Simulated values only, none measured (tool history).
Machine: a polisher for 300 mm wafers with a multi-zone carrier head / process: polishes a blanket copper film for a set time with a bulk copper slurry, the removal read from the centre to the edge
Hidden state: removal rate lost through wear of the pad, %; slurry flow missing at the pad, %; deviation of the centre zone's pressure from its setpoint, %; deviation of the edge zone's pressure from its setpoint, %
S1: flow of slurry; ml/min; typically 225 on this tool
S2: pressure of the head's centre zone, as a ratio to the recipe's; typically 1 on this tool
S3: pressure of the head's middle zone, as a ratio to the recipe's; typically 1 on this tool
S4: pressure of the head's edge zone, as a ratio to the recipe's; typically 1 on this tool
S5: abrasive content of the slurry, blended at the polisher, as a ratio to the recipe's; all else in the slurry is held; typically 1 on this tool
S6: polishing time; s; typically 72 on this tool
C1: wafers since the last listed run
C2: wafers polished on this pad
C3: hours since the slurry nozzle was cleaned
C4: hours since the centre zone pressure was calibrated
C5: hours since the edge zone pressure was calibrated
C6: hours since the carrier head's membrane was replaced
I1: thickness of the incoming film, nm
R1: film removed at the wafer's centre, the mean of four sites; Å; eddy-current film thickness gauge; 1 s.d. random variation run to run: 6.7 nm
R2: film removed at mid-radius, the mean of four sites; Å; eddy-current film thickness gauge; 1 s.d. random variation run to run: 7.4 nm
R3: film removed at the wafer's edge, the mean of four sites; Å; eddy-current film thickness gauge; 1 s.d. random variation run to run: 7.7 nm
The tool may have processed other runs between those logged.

{"run": 1, "hour": 0.0, "S1": 275, "S2": 1, "S3": 1, "S4": 1, "S5": 1.15, "S6": 72, "C1": 0, "C2": 928, "C3": 655.2, "C4": 735.2, "C5": 701.1, "C6": 297.4, "I1": 3139.1, "R1": 5857, "R2": 5880, "R3": 6032}
{"run": 2, "hour": 97.2, "S1": 225, "S2": 1, "S3": 1, "S4": 0.95, "S5": 1, "S6": 90, "C1": 682, "C2": 1610, "C3": 752.4, "C4": 832.4, "C5": 798.3, "C6": 394.6, "I1": 3141.3, "R1": 6821, "R2": 6888, "R3": 6758}
{"run": 3, "hour": 190.0, "S1": 225, "S2": 1, "S3": 1, "S4": 0.89, "S5": 1, "S6": 72, "C1": 651, "C2": 2261, "C3": 845.2, "C4": 925.2, "C5": 891.1, "C6": 487.4, "I1": 3092.7, "R1": 5422, "R2": 5251, "R3": 5234}
{"run": 4, "hour": 239.6, "S1": 225, "S2": 1, "S3": 0.94, "S4": 1, "S5": 1, "S6": 72, "C1": 348, "C2": 2609, "C3": 894.8, "C4": 974.8, "C5": 940.7, "C6": 537, "I1": 3122.4, "R1": 5427, "R2": 5115, "R3": 5666}
{"run": 5, "hour": 286.0, "S1": 225, "S2": 1, "S3": 0.9, "S4": 0.9, "S5": 1, "S6": 90, "C1": 325, "C2": 2935, "C3": 941.2, "C4": 1021.2, "C5": 987.1, "C6": 583.4, "I1": 3129.3, "R1": 6698, "R2": 6287, "R3": 6479}
{"hour": 333.3, "done": "slurry nozzle cleaned"}
{"run": 6, "hour": 377.6, "S1": 225, "S2": 1, "S3": 1.04, "S4": 1, "S5": 1, "S6": 72, "C1": 635, "C2": 3571, "C3": 44.3, "C4": 1112.8, "C5": 1078.7, "C6": 675, "I1": 3102.1, "R1": 5973, "R2": 6140, "R3": 6074}
{"hour": 470.1, "done": "worn pad replaced by a new one"}
{"hour": 585.2, "done": "centre zone pressure recalibrated"}
{"hour": 591.3, "done": "carrier head's membrane replaced by a new one"}
{"run": 7, "hour": 701.3, "S1": 225, "S2": 1, "S3": 1, "S4": 1, "S5": 1.2, "S6": 72, "C1": 2194, "C2": 1573, "C3": 368, "C4": 116.1, "C5": 1402.4, "C6": 110, "I1": 3155.2, "R1": 5847, "R2": 5904, "R3": 6010}
{"hour": 740.4, "done": "edge zone pressure recalibrated"}
{"run": 8, "hour": 769.3, "S1": 225, "S2": 1, "S3": 1.07, "S4": 1, "S5": 1, "S6": 92, "C1": 463, "C2": 2036, "C3": 436, "C4": 184.1, "C5": 28.9, "C6": 178, "I1": 3165.3, "R1": 7291, "R2": 7404, "R3": 7359}
{"run": 9, "hour": 805.7, "S1": 225, "S2": 1, "S3": 1, "S4": 1, "S5": 1.1, "S6": 72, "C1": 255, "C2": 2291, "C3": 472.4, "C4": 220.5, "C5": 65.3, "C6": 214.4, "I1": 3153.8, "R1": 5676, "R2": 5556, "R3": 5611}
{"run": 10, "hour": 882.2, "S1": 225, "S2": 1, "S3": 1, "S4": 1, "S5": 1, "S6": 72, "C1": 536, "C2": 2828, "C3": 548.9, "C4": 297, "C5": 141.8, "C6": 290.9, "I1": 3116.4, "R1": 5452, "R2": 5454, "R3": 5730}
{"run": 11, "hour": 933.4, "S1": 225, "S2": 1, "S3": 1, "S4": 1, "S5": 1, "S6": 72, "C1": 359, "C2": 3188, "C3": 600.1, "C4": 348.2, "C5": 193, "C6": 342.1, "I1": 3168.8, "R1": 5485, "R2": 5399, "R3": 5701}
{"run": 12, "hour": 1039.8, "S1": 260, "S2": 1, "S3": 1, "S4": 1.08, "S5": 1.15, "S6": 72, "C1": 746, "C2": 3934, "C3": 706.5, "C4": 454.6, "C5": 299.4, "C6": 448.5, "I1": 3102, "R1": 5793, "R2": 5740, "R3": 6220}
{"run": 13, "hour": 1135.9, "S1": 225, "S2": 1, "S3": 1, "S4": 1, "S5": 1, "S6": 80, "C1": 674, "C2": 4609, "C3": 802.6, "C4": 550.7, "C5": 395.5, "C6": 544.6, "I1": 3103.3, "R1": 6040, "R2": 5950, "R3": 6180}
{"hour": 1157.3, "done": "worn pad replaced by a new one"}
{"hour": 1283.7, "done": "slurry nozzle cleaned"}
{"run": 14, "hour": 1324.6, "S1": 225, "S2": 1, "S3": 1.09, "S4": 1, "S5": 1, "S6": 64, "C1": 1289, "C2": 1166, "C3": 40.9, "C4": 739.4, "C5": 584.2, "C6": 733.3, "I1": 3149, "R1": 5431, "R2": 5827, "R3": 5436}
{"hour": 1360.0, "done": "carrier head's membrane replaced by a new one"}
{"run": 15, "hour": 1367.5, "S1": 225, "S2": 1, "S3": 0.9, "S4": 1, "S5": 1, "S6": 72, "C1": 265, "C2": 1432, "C3": 83.8, "C4": 782.3, "C5": 627.1, "C6": 7.5, "I1": 3100.2, "R1": 6035, "R2": 5414, "R3": 5904}
{"run": 16, "hour": 1431.3, "S1": 225, "S2": 1, "S3": 0.9, "S4": 1, "S5": 1, "S6": 72, "C1": 447, "C2": 1880, "C3": 147.6, "C4": 846.1, "C5": 690.9, "C6": 71.3, "I1": 3141.5, "R1": 5996, "R2": 5374, "R3": 5951}
{"run": 17, "hour": 1480.2, "S1": 185, "S2": 1, "S3": 0.93, "S4": 1, "S5": 1, "S6": 95, "C1": 343, "C2": 2223, "C3": 196.5, "C4": 895, "C5": 739.8, "C6": 120.2, "I1": 3161.5, "R1": 7534, "R2": 6800, "R3": 7604}
{"run": 18, "hour": 1707.8, "S1": 270, "S2": 0.96, "S3": 1, "S4": 1, "S5": 1, "S6": 72, "C1": 1597, "C2": 3821, "C3": 424.1, "C4": 1122.6, "C5": 967.4, "C6": 347.8, "I1": 3142.2, "R1": 5794, "R2": 5802, "R3": 5975}
{"hour": 1732.1, "done": "worn pad replaced by a new one"}
{"run": 19, "hour": 1746.8, "S1": 225, "S2": 0.91, "S3": 1, "S4": 1, "S5": 1, "S6": 90, "C1": 245, "C2": 102, "C3": 463.1, "C4": 1161.6, "C5": 1006.4, "C6": 386.8, "I1": 3152.5, "R1": 6713, "R2": 6896, "R3": 7224}
{"run": 20, "hour": 1787.8, "S1": 225, "S2": 1, "S3": 1, "S4": 0.93, "S5": 0.75, "S6": 79, "C1": 287, "C2": 390, "C3": 504.1, "C4": 1202.6, "C5": 1047.4, "C6": 427.8, "I1": 3109.3, "R1": 5866, "R2": 5823, "R3": 5749}
{"run": 21, "hour": 1824.3, "S1": 225, "S2": 1, "S3": 1, "S4": 1, "S5": 1, "S6": 72, "C1": 256, "C2": 646, "C3": 540.6, "C4": 1239.1, "C5": 1083.9, "C6": 464.3, "I1": 3131.5, "R1": 5708, "R2": 5587, "R3": 5777}
{"run": 22, "hour": 1884.0, "S1": 225, "S2": 1, "S3": 1, "S4": 1.11, "S5": 1, "S6": 51, "C1": 418, "C2": 1065, "C3": 600.3, "C4": 1298.8, "C5": 1143.6, "C6": 524, "I1": 3128.9, "R1": 4013, "R2": 3938, "R3": 4259}

3 ways to go on from here, each from the tool as it stands after run 22. What would each give?
{"run": "A", "hour": 1884.4, "S1": 225, "S2": 1, "S3": 1, "S4": 1, "S5": 0.9, "S6": 72, "C1": 2, "C2": 1068, "C3": 600.7, "C4": 1299.2, "C5": 1144, "C6": 524.4, "I1": 3192.1, "R1": "?", "R2": "?", "R3": "?"}
{"run": "B", "hour": 1884.4, "S1": 225, "S2": 1.11, "S3": 1, "S4": 1, "S5": 1, "S6": 56, "C1": 2, "C2": 1068, "C3": 600.7, "C4": 1299.2, "C5": 1144, "C6": 524.4, "I1": 3192.1, "R1": "?", "R2": "?", "R3": "?"}
{"run": "C", "hour": 1884.4, "S1": 225, "S2": 1, "S3": 1, "S4": 0.88, "S5": 1, "S6": 72, "C1": 2, "C2": 1068, "C3": 600.7, "C4": 1299.2, "C5": 1144, "C6": 524.4, "I1": 3192.1, "R1": "?", "R2": "?", "R3": "?"}

run=A R1=5538 R2=5340 R3=5514
run=B R1=4712 R2=4223 R3=4362
run=C R1=5632 R2=5432 R3=5282
The same runs, with their run-to-run variation unchanged, on a tool lacking any hidden condition would have given:
run=A R1=6135 R2=5851 R3=5893
run=B R1=5221 R2=4626 R3=4661
run=C R1=6240 R2=5952 R3=5645
